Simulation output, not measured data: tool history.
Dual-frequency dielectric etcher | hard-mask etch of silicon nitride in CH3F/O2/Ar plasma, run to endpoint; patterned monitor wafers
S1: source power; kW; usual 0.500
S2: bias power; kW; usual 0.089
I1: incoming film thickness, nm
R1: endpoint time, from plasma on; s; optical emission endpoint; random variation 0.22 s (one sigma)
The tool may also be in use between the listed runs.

run	hour	S1	S2	I1	R1
1	0.0	0.500	0.074	39.26	51.8
2	13.8	0.500	0.074	39.04	51.8
3	29.2	0.500	0.074	39.25	51.5
4	45.5	0.440	0.089	39.69	51.4
5	58.5	0.440	0.089	39.28	51.5
6	82.0	0.440	0.089	38.90	50.1
7	97.7	0.500	0.089	38.90	46.6
8	105.0	0.500	0.089	38.81	46.3
9	120.1	0.500	0.089	39.34	46.8
10	131.6	0.500	0.089	39.31	47.0
# hour 142.7: source power generator calibrated
# hour 151.5: bias power generator calibrated
# hour 158.8: wet clean of the chamber
11	159.3	0.400	0.089	39.54	53.5
12	164.3	0.500	0.089	38.93	45.3
13	176.7	0.500	0.089	39.46	46.1
14	192.6	0.440	0.079	39.29	52.4
# hour 221.1: wet clean of the chamber, repeated, since the last time left the tool worse
# hour 223.8: upper electrode replaced
15	224.3	0.500	0.089	38.81	47.7
16	225.2	0.560	0.108	39.28	41.5
17	251.1	0.380	0.082	38.89	59.4
18	265.2	0.500	0.089	39.05	47.8
19	277.4	0.500	0.076	38.72	50.8
20	288.8	0.560	0.089	39.33	45.3

5 ways to go on from here, each from the tool as it stands after run 20. What would each give?
A	289.2	0.500	0.073	39.35	?
B	289.2	0.460	0.081	39.35	?
C	289.2	0.460	0.097	39.35	?
D	289.2	0.410	0.071	39.35	?
E	289.2	0.550	0.096	39.35	?

run	R1
A	52.7
B	52.9
C	48.6
D	60.8
E	43.9
Without the tool's hidden state the same runs would have given:
run	R1
A	53.3
B	53.5
C	49.1
D	61.5
E	44.4
